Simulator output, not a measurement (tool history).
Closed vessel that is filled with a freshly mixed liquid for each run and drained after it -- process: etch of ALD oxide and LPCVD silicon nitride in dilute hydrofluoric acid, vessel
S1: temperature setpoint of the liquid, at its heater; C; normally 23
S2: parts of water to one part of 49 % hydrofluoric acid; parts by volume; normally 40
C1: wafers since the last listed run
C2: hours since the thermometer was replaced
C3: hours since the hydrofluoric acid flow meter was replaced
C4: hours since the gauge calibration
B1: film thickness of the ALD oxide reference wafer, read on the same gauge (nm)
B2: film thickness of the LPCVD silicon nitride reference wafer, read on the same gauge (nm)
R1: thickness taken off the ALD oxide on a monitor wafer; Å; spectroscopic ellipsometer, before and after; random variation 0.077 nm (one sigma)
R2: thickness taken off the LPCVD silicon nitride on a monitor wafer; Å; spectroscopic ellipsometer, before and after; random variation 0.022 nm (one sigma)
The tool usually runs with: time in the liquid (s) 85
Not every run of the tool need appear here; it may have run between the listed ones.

Run 1, hour 0: usual settings; C1 0; C2 2840.4; C3 547.4; C4 17.8; B1 40.02; B2 69.994. Result: R1 201.8 Å, R2 9.76 Å.
Run 2, hour 7.3: usual settings; C1 972; C2 2847.7; C3 554.7; C4 25.1; B1 40; B2 70.004. Result: R1 201.3 Å, R2 9.62 Å.
Run 3, hour 19.3: usual settings; C1 1597; C2 2859.7; C3 566.7; C4 37.1; B1 40; B2 70.013. Result: R1 198.8 Å, R2 9.8 Å.
Run 4, hour 28.9: usual settings; C1 1278; C2 2869.3; C3 576.3; C4 46.7; B1 39.97; B2 70.002. Result: R1 199.8 Å, R2 9.84 Å.
Run 5, hour 37: usual settings but S2 50 parts by volume; C1 1078; C2 2877.4; C3 584.4; C4 54.8; B1 39.96; B2 70.011. Result: R1 157.9 Å, R2 7.9 Å.
Run 6, hour 50.4: usual settings but S2 50 parts by volume; C1 1784; C2 2890.8; C3 597.8; C4 68.2; B1 39.96; B2 69.995. Result: R1 157.3 Å, R2 7.73 Å.
Run 7, hour 64.1: usual settings but S2 50 parts by volume; C1 1824; C2 2904.5; C3 611.5; C4 81.9; B1 40.01; B2 70.008. Result: R1 156.3 Å, R2 7.97 Å.
At hour 66.2: hydrofluoric acid flow meter replaced.
Run 8, hour 72.5: usual settings but S2 50 parts by volume; C1 985; C2 2912.9; C3 6.3; C4 90.3; B1 40.04; B2 69.998. Result: R1 175.1 Å, R2 8.84 Å.
Run 9, hour 81.5: usual settings; C1 1198; C2 2921.9; C3 15.3; C4 99.3; B1 39.98; B2 69.981. Result: R1 221.4 Å, R2 10.82 Å.
Run 10, hour 98.4: usual settings; C1 2250; C2 2938.8; C3 32.2; C4 116.2; B1 39.97; B2 69.997. Result: R1 221.8 Å, R2 10.67 Å.
At hour 104.7: gauge calibrated.
Run 11, hour 107.3: usual settings but S1 25.5 C, S2 45 parts by volume, time in the liquid (s) 110; C1 1185; C2 2947.7; C3 41.1; C4 2.6; B1 40; B2 69.975. Result: R1 278.1 Å, R2 14.73 Å.
At hour 118.8: thermometer replaced.
Run 12, hour 119.6: usual settings but S1 28 C, S2 60 parts by volume, time in the liquid (s) 130; C1 1504; C2 0.8; C3 53.4; C4 14.9; B1 39.98; B2 70.008. Result: R1 266.9 Å, R2 15.19 Å.
Run 13, hour 135.8: usual settings but S1 19 C, S2 25 parts by volume, time in the liquid (s) 50; C1 2157; C2 17; C3 69.6; C4 31.1; B1 39.97; B2 70.009. Result: R1 175.8 Å, R2 7.32 Å.
Run 14, hour 145.4: usual settings but S1 19 C, time in the liquid (s) 35; C1 1278; C2 26.6; C3 79.2; C4 40.7; B1 40.01; B2 70.012. Result: R1 76.3 Å, R2 3.34 Å.
Run 15, hour 156.3: usual settings but S1 20 C, time in the liquid (s) 130; C1 1451; C2 37.5; C3 90.1; C4 51.6; B1 40.01; B2 70.011. Result: R1 295.1 Å, R2 13.33 Å.

Hidden state or all else? Some run-to-run changes of R1, split into what the settings, what came in and random variation would give without the hidden state, and what is left for the hidden state (with any gauge scatter that isn't in both results):
Hidden state present: liquid colder than its thermometer reads (K); hydrofluoric acid flow below the setpoint (%); gauge reads high (%).
Run 7 -> 8: hydrofluoric acid flow meter replaced. R1 +18.8 Å: hidden state +17.9, all else +0.9.
Run 14 -> 15: S1 19 -> 20, time in the liquid (s) 35 -> 130. R1 +218.8 Å: hidden state -4.2, all else +223.

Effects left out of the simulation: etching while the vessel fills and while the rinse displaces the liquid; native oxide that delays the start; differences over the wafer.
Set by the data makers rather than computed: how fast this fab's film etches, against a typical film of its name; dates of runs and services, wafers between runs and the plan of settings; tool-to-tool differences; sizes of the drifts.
